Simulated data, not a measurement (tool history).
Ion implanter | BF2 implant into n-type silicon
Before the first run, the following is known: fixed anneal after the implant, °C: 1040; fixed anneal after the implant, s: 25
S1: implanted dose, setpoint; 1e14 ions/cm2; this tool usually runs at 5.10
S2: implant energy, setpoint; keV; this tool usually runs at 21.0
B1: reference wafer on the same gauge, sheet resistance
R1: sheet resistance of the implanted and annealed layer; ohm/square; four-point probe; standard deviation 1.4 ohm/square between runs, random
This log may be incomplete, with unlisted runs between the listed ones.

run	hour	S1	S2	B1	R1
1	0.0	5.10	21.0	290.18	251.28
2	114.1	5.10	21.0	292.35	252.68
3	209.6	5.10	21.0	293.95	255.86
4	252.2	5.10	21.0	294.98	253.85
# hour 326.7: gauge calibrated
5	336.2	5.10	21.0	289.20	251.70
6	414.9	6.16	21.0	289.12	218.70
# hour 483.7: extraction supply calibrated
7	517.2	6.16	21.0	288.99	215.48
8	563.1	6.16	21.0	290.01	216.64
9	647.8	5.10	21.0	290.69	250.64
10	688.4	5.10	21.0	290.75	254.48
11	730.5	5.10	21.0	291.65	252.82
12	768.9	4.19	17.5	291.70	302.67
13	810.5	6.56	27.0	292.15	199.71
14	857.8	5.10	21.0	292.37	252.70
# hour 884.1: Faraday cup replaced and dose calibrated
15	936.5	5.10	21.0	293.55	255.77
16	1033.5	5.64	27.0	295.78	228.21
17	1081.2	5.10	21.0	296.73	256.12
18	1141.5	5.10	15.0	298.25	271.50
19	1218.0	4.03	25.0	299.88	313.28
# hour 1229.0: gauge calibrated
20	1322.3	5.10	21.0	286.70	248.76
21	1395.7	5.10	24.0	286.74	244.59
22	1502.0	3.86	17.5	287.38	317.49
23	1543.5	6.16	21.0	287.85	215.23

Predict each of these 4 candidate next runs independently; none follows another, all start after run 23:
A	1543.9	5.10	21.0	?	?
B	1543.9	6.09	14.5	?	?
C	1543.9	6.32	27.5	?	?
D	1543.9	6.22	24.5	?	?

run	B1	R1
A	288.05	250.44
B	288.05	229.80
C	288.05	203.90
D	288.05	209.42
Take away the tool's hidden state, keep each run's random variation, and the runs would have read:
run	R1
A	250.57
B	229.93
C	204.01
D	209.54
